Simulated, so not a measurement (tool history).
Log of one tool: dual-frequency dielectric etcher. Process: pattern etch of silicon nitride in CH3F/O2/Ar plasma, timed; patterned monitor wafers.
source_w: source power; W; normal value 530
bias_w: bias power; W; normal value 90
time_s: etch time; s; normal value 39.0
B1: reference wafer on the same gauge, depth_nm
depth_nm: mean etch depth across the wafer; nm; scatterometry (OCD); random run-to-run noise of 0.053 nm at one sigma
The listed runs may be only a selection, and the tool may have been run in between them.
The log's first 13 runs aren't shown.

run 14 hour=167.5 | source_w=440 bias_w=77 time_s=44.5 | B1=29.40 | depth_nm=35.75
run 15 hour=183.7 | source_w=580 bias_w=102 time_s=49.5 | B1=29.40 | depth_nm=47.63
-- hour=219.1 wet clean of the chamber
run 16 hour=219.6 | source_w=610 bias_w=90 time_s=46.0 | B1=29.39 | depth_nm=43.40
run 17 hour=233.3 | source_w=530 bias_w=104 time_s=39.0 | B1=29.39 | depth_nm=37.53
run 18 hour=249.0 | source_w=450 bias_w=72 time_s=44.5 | B1=29.40 | depth_nm=35.55
run 19 hour=266.3 | source_w=630 bias_w=70 time_s=48.5 | B1=29.41 | depth_nm=41.88
run 20 hour=272.7 | source_w=530 bias_w=99 time_s=39.0 | B1=29.41 | depth_nm=36.74
run 21 hour=290.3 | source_w=650 bias_w=77 time_s=29.0 | B1=29.41 | depth_nm=26.08
run 22 hour=296.7 | source_w=660 bias_w=90 time_s=39.0 | B1=29.40 | depth_nm=37.36
run 23 hour=304.4 | source_w=530 bias_w=90 time_s=34.0 | B1=29.39 | depth_nm=30.82
run 24 hour=319.7 | source_w=530 bias_w=90 time_s=39.0 | B1=29.40 | depth_nm=35.35
run 25 hour=328.3 | source_w=530 bias_w=90 time_s=39.0 | B1=29.41 | depth_nm=35.27
run 26 hour=344.8 | source_w=470 bias_w=90 time_s=39.0 | B1=29.41 | depth_nm=34.21
run 27 hour=354.3 | source_w=640 bias_w=101 time_s=35.5 | B1=29.39 | depth_nm=35.21
run 28 hour=369.4 | source_w=530 bias_w=90 time_s=39.0 | B1=29.41 | depth_nm=35.16
run 29 hour=381.9 | source_w=530 bias_w=90 time_s=39.0 | B1=29.38 | depth_nm=35.17
run 30 hour=392.9 | source_w=640 bias_w=110 time_s=47.0 | B1=29.39 | depth_nm=48.27

Here are 4 independent what-if runs from the current tool condition. What would each one return?
run A hour=393.3 | source_w=530 bias_w=90 time_s=42.5 | B1=? | depth_nm=?
run B hour=393.3 | source_w=530 bias_w=73 time_s=39.0 | B1=? | depth_nm=?
run C hour=393.3 | source_w=530 bias_w=90 time_s=45.5 | B1=? | depth_nm=?
run D hour=393.3 | source_w=580 bias_w=105 time_s=49.0 | B1=? | depth_nm=?

run=A B1=29.39 depth_nm=38.33
run=B B1=29.39 depth_nm=32.43
run=C B1=29.39 depth_nm=41.04
run=D B1=29.39 depth_nm=48.10
Without the tool's unlogged condition, the same runs would have read:
run=A depth_nm=38.59
run=B depth_nm=32.65
run=C depth_nm=41.31
run=D depth_nm=48.42

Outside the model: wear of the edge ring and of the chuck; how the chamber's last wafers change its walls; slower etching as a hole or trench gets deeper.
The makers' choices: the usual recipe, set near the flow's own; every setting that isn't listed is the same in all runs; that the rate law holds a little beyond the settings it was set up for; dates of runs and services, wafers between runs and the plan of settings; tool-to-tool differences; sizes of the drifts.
